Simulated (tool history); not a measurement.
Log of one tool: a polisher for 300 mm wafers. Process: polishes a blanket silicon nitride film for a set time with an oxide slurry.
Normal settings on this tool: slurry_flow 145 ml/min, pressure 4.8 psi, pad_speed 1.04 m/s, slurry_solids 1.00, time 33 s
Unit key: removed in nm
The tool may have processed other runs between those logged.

run   hour  slurry_flow  pressure  pad_speed  slurry_solids  time  incoming thickness of the incoming film, nm  removed
  1    0.0          145       4.8       1.04           1.00    24                                        445.6     19.4
  2   29.8          145       4.8       1.04           1.00    24                                        441.4     19.4
  3   98.0          145       4.8       1.04           1.00    33                                        436.5     26.5
     103.5  -- conditioning disc replaced and pad reconditioned
  4  116.7          145       4.8       1.04           1.00    33                                        440.2     26.1
     152.3  -- slurry nozzle cleaned
  5  152.8          145       4.8       1.04           1.00    33                                        437.7     25.9
     167.8  -- worn pad replaced by a new one
     169.0  -- head pressure recalibrated
  6  169.5          145       4.8       1.04           1.00    33                                        437.8     26.6
  7  199.2          185       4.8       0.78           1.25    33                                        442.7     25.5
  8  224.0          145       4.8       0.84           1.00    33                                        439.8     22.6
  9  247.0          145       4.8       1.04           1.00    33                                        437.5     26.4
 10  270.8          180       4.8       1.04           1.10    33                                        441.2     29.1
     278.0  -- slurry blender recalibrated
 11  291.1          145       4.8       1.04           1.00    33                                        435.2     26.0
     336.1  -- conditioning disc replaced and pad reconditioned
 12  368.3          100       4.8       0.92           1.00    23                                        446.6     14.7
     398.2  -- worn pad replaced by a new one
 13  398.7          160       4.1       1.04           1.00    33                                        441.3     23.4
 14  415.3          145       3.7       0.82           1.25    23                                        439.7     13.6
 15  437.6          110       4.8       1.32           1.00    33                                        439.4     30.6
 16  469.8          145       4.8       0.92           1.00    26                                        443.0     18.9
 17  482.4          145       4.8       1.04           1.00    33                                        441.9     26.3
 18  504.1          145       4.8       1.04           1.00    26                                        442.7     20.7
 19  581.3          145       4.8       0.70           0.85    38                                        440.1     19.1
     587.2  -- conditioning disc replaced and pad reconditioned
     622.9  -- worn pad replaced by a new one
     623.7  -- slurry nozzle cleaned
 20  624.2          125       4.8       1.14           1.10    36                                        441.0     32.2
 21  651.6          105       4.8       1.04           1.00    45                                        436.8     33.9
     654.0  -- slurry blender recalibrated
 22  669.0          145       4.8       1.04           1.00    33                                        436.6     26.9
 23  700.0          145       6.2       1.04           0.80    24                                        435.5     20.7
 24  716.0          145       6.2       1.04           0.80    24                                        442.5     20.7
 25  735.8          145       4.8       1.04           0.85    33                                        441.1     22.8

State the hidden condition of the tool at each of the runs:
slurry flow missing at the pad, %: 0, the same for each run
deviation of the head's pressure from its setpoint, %: 0, the same for each run
abrasive missing from the slurry, %: 0, the same for each run
time polished since the conditioner stopped cutting, s: 0, the same for each run
H1: removal rate lost through wear of the pad, %
run     H1
  1  0.878
  2   1.41
  3   2.62
  4   2.96
  5    3.6
  6  0.148
  7  0.677
  8   1.12
  9   1.53
 10   1.95
 11   2.31
 12   3.69
 13  0.641
 14  0.937
 15   1.33
 16   1.91
 17   2.13
 18   2.52
 19   3.89
 20  0.185
 21  0.673
 22  0.983
 23   1.53
 24   1.82
 25   2.17
